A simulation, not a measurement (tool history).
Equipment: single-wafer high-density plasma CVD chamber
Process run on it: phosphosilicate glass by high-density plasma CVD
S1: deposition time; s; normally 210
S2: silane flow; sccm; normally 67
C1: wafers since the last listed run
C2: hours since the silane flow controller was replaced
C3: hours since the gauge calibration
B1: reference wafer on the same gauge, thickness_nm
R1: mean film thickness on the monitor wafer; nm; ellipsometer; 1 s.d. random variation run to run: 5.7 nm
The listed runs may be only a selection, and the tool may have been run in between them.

Run 1, hour 0.0: usual settings but S2 77 sccm; C1 0; C2 4296.0; C3 86.2; B1 1647.904. Result: R1 1611.102 nm.
Run 2, hour 22.2: usual settings but S2 77 sccm; C1 172; C2 4318.2; C3 108.4; B1 1647.784. Result: R1 1604.038 nm.
Run 3, hour 46.6: usual settings; C1 189; C2 4342.6; C3 132.8; B1 1648.180. Result: R1 1393.842 nm.
Run 4, hour 82.4: usual settings; C1 278; C2 4378.4; C3 168.6; B1 1648.731. Result: R1 1402.181 nm.
Run 5, hour 98.1: usual settings; C1 121; C2 4394.1; C3 184.3; B1 1649.618. Result: R1 1397.763 nm.
Run 6, hour 123.4: usual settings; C1 196; C2 4419.4; C3 209.6; B1 1650.450. Result: R1 1400.845 nm.
Run 7, hour 149.2: usual settings; C1 200; C2 4445.2; C3 235.4; B1 1651.175. Result: R1 1406.664 nm.
Run 8, hour 183.6: usual settings; C1 267; C2 4479.6; C3 269.8; B1 1651.584. Result: R1 1403.682 nm.
Run 9, hour 205.5: usual settings; C1 170; C2 4501.5; C3 291.7; B1 1653.234. Result: R1 1411.456 nm.
Run 10, hour 238.0: usual settings but S2 63 sccm; C1 252; C2 4534.0; C3 324.2; B1 1654.654. Result: R1 1309.952 nm.
Run 11, hour 257.6: usual settings but S1 179 s; C1 152; C2 4553.6; C3 343.8; B1 1657.296. Result: R1 1199.767 nm.
Run 12, hour 273.4: usual settings but S1 179 s; C1 122; C2 4569.4; C3 359.6; B1 1657.034. Result: R1 1200.112 nm.
Run 13, hour 308.4: usual settings but S1 223 s; C1 271; C2 4604.4; C3 394.6; B1 1659.840. Result: R1 1490.211 nm.
Run 14, hour 324.0: usual settings but S1 223 s; C1 121; C2 4620.0; C3 410.2; B1 1658.611. Result: R1 1496.816 nm.
Run 15, hour 352.9: usual settings; C1 224; C2 4648.9; C3 439.1; B1 1661.925. Result: R1 1411.876 nm.
Run 16, hour 379.4: usual settings; C1 205; C2 4675.4; C3 465.6; B1 1662.398. Result: R1 1409.343 nm.
Run 17, hour 397.6: usual settings; C1 141; C2 4693.6; C3 483.8; B1 1664.762. Result: R1 1417.976 nm.
Run 18, hour 409.9: usual settings; C1 95; C2 4705.9; C3 496.1; B1 1666.847. Result: R1 1423.106 nm.
Run 19, hour 438.6: usual settings; C1 223; C2 4734.6; C3 524.8; B1 1668.122. Result: R1 1412.634 nm.
Run 20, hour 460.1: usual settings; C1 167; C2 4756.1; C3 546.3; B1 1669.536. Result: R1 1419.768 nm.
Run 21, hour 489.8: usual settings but S1 226 s, S2 62 sccm; C1 230; C2 4785.8; C3 576.0; B1 1673.481. Result: R1 1410.720 nm.
Run 22, hour 532.5: usual settings but S1 176 s; C1 331; C2 4828.5; C3 618.7; B1 1676.458. Result: R1 1194.426 nm.
At hour 542.1: silane flow controller replaced.
Run 23, hour 560.1: usual settings but S1 231 s, S2 77 sccm; C1 152; C2 18.0; C3 646.3; B1 1679.483. Result: R1 1791.979 nm.
Run 24, hour 582.1: usual settings; C1 170; C2 40.0; C3 668.3; B1 1682.149. Result: R1 1431.845 nm.
Run 25, hour 598.0: usual settings but S1 179 s; C1 123; C2 55.9; C3 684.2; B1 1683.867. Result: R1 1225.677 nm.
Run 26, hour 626.0: usual settings but S1 181 s, S2 79 sccm; C1 217; C2 83.9; C3 712.2; B1 1687.261. Result: R1 1442.641 nm.
Run 27, hour 639.9: usual settings but S2 76 sccm; C1 108; C2 97.8; C3 726.1; B1 1689.162. Result: R1 1621.590 nm.
Run 28, hour 674.1: usual settings but S1 225 s, S2 57 sccm; C1 265; C2 132.0; C3 760.3; B1 1691.806. Result: R1 1313.506 nm.
Run 29, hour 708.3: usual settings; C1 265; C2 166.2; C3 794.5; B1 1697.019. Result: R1 1438.804 nm.
At hour 732.6: gauge calibrated.
Run 30, hour 740.4: usual settings but S1 169 s, S2 55 sccm; C1 249; C2 198.3; C3 7.8; B1 1659.045. Result: R1 928.607 nm.
Run 31, hour 756.7: usual settings but S1 193 s, S2 76 sccm; C1 126; C2 214.6; C3 24.1; B1 1659.138. Result: R1 1456.686 nm.
Run 32, hour 790.0: usual settings but S2 56 sccm; C1 258; C2 247.9; C3 57.4; B1 1660.416. Result: R1 1175.228 nm.
Run 33, hour 815.4: usual settings but S1 237 s, S2 58 sccm; C1 197; C2 273.3; C3 82.8; B1 1659.934. Result: R1 1373.160 nm.
Run 34, hour 829.3: usual settings but S1 236 s, S2 76 sccm; C1 108; C2 287.2; C3 96.7; B1 1660.205. Result: R1 1787.048 nm.
Run 35, hour 851.8: usual settings but S1 196 s; C1 174; C2 309.7; C3 119.2; B1 1661.864. Result: R1 1310.059 nm.
Run 36, hour 867.8: usual settings but S1 192 s; C1 124; C2 325.7; C3 135.2; B1 1661.937. Result: R1 1293.039 nm.
Run 37, hour 896.1: usual settings but S1 199 s; C1 219; C2 354.0; C3 163.5; B1 1662.035. Result: R1 1341.012 nm.
Run 38, hour 908.3: usual settings but S1 245 s; C1 94; C2 366.2; C3 175.7; B1 1661.225. Result: R1 1643.766 nm.
Run 39, hour 927.0: usual settings but S1 249 s; C1 145; C2 384.9; C3 194.4; B1 1663.384. Result: R1 1675.741 nm.
Run 40, hour 946.2: usual settings but S1 187 s; C1 149; C2 404.1; C3 213.6; B1 1662.628. Result: R1 1260.516 nm.
Run 41, hour 974.1: usual settings but S2 62 sccm; C1 216; C2 432.0; C3 241.5; B1 1663.748. Result: R1 1311.655 nm.
Run 42, hour 995.4: usual settings; C1 165; C2 453.3; C3 262.8; B1 1664.768. Result: R1 1414.777 nm.
Run 43, hour 1012.0: usual settings; C1 128; C2 469.9; C3 279.4; B1 1664.491. Result: R1 1409.405 nm.
Run 44, hour 1025.5: usual settings but S1 179 s; C1 104; C2 483.4; C3 292.9; B1 1666.341. Result: R1 1201.903 nm.
Run 45, hour 1043.6: usual settings but S1 186 s, S2 56 sccm; C1 140; C2 501.5; C3 311.0; B1 1666.125. Result: R1 1042.487 nm.

5 ways to go on from here, each from the tool as it stands after run 45. What would each give?
Run A, hour 1044.1: usual settings; C1 3; C2 502.0; C3 311.5; B1 ?. Result: R1 ?.
Run B, hour 1044.1: usual settings but S1 198 s, S2 75 sccm; C1 3; C2 502.0; C3 311.5; B1 ?. Result: R1 ?.
Run C, hour 1044.1: usual settings but S1 236 s, S2 79 sccm; C1 3; C2 502.0; C3 311.5; B1 ?. Result: R1 ?.
Run D, hour 1044.1: usual settings but S1 177 s, S2 58 sccm; C1 3; C2 502.0; C3 311.5; B1 ?. Result: R1 ?.
Run E, hour 1044.1: usual settings but S1 182 s, S2 72 sccm; C1 3; C2 502.0; C3 311.5; B1 ?. Result: R1 ?.

run        B1        R1
  A  1666.130  1399.972
  B  1666.130  1477.583
  C  1666.130  1855.088
  D  1666.130  1021.472
  E  1666.130  1303.855
Had the tool no hidden state, the same runs would have come out as:
run        R1
  A  1385.676
  B  1462.494
  C  1836.144
  D  1011.041
  E  1290.540
